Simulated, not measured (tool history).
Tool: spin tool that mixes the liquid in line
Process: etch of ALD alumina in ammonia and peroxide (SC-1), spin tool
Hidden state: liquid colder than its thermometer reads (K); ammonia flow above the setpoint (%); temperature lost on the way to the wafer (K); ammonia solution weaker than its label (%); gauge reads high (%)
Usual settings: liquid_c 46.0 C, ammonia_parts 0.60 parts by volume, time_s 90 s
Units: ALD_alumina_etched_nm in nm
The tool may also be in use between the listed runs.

run,day,liquid_c,ammonia_parts,time_s,wafers since the last listed run,hours since the thermometer was replaced,hours since the ammonia flow meter was replaced,hours since the heated supply line was repaired,hours since the drum of ammonia solution was connected,hours since the gauge calibration,"read-back film thickness of the ALD alumina reference wafer, read on the same gauge (nm)",ALD_alumina_etched_nm
1,0.000,46.0,0.60,90,0,802.0,363.9,2797.4,847.6,1034.4,29.99,5.05
2,2.021,46.0,0.60,90,658,850.5,412.4,2845.9,896.1,1082.9,30.01,5.01
3,5.721,46.0,0.60,90,1205,939.3,501.2,2934.7,984.9,1171.7,29.97,5.02
# day 7.921: new drum of ammonia solution connected
4,8.842,46.0,0.50,90,1003,1014.2,576.1,3009.6,22.1,1246.6,30.02,4.87
5,11.550,46.0,0.60,100,882,1079.2,641.1,3074.6,87.1,1311.6,30.02,5.54
6,13.521,46.0,0.60,100,642,1126.5,688.4,3121.9,134.4,1358.9,29.99,5.50
7,16.750,46.0,0.60,90,1052,1204.0,765.9,3199.4,211.9,1436.4,30.00,4.94
8,18.475,46.0,0.60,90,562,1245.4,807.3,3240.8,253.3,1477.8,29.99,4.92
# day 26.550: thermometer replaced
9,29.067,46.0,0.60,90,3438,60.4,1061.5,3495.0,507.5,1732.0,29.98,5.24
10,32.421,46.0,0.55,105,1093,140.9,1142.0,3575.5,588.0,1812.5,30.00,5.95
11,35.104,46.0,0.55,105,874,205.3,1206.4,3639.9,652.4,1876.9,29.95,5.98
12,39.333,56.0,0.35,90,1378,306.8,1307.9,3741.4,753.9,1978.4,30.03,8.49
13,41.325,46.0,0.35,90,649,354.6,1355.7,3789.2,801.7,2026.2,30.00,4.89
# day 44.825: gauge calibrated
14,45.812,49.5,0.60,90,1462,462.3,1463.4,3896.9,909.4,23.7,30.00,6.22
15,48.262,46.0,0.60,90,798,521.1,1522.2,3955.7,968.2,82.5,30.03,5.09
16,50.408,46.0,0.60,90,699,572.6,1573.7,4007.2,1019.7,134.0,30.01,5.13

Run 17 comes next. What will it give?
17,51.917,46.0,0.60,90,491,608.8,1609.9,4043.4,1055.9,170.2,?,?

{"run 17": {"read-back film thickness of the ALD alumina reference wafer, read on the same gauge (nm)": 30.01, "ALD_alumina_etched_nm": 5.08}}
Without the tool's hidden state the same run would have given ALD_alumina_etched_nm 5.20 nm.
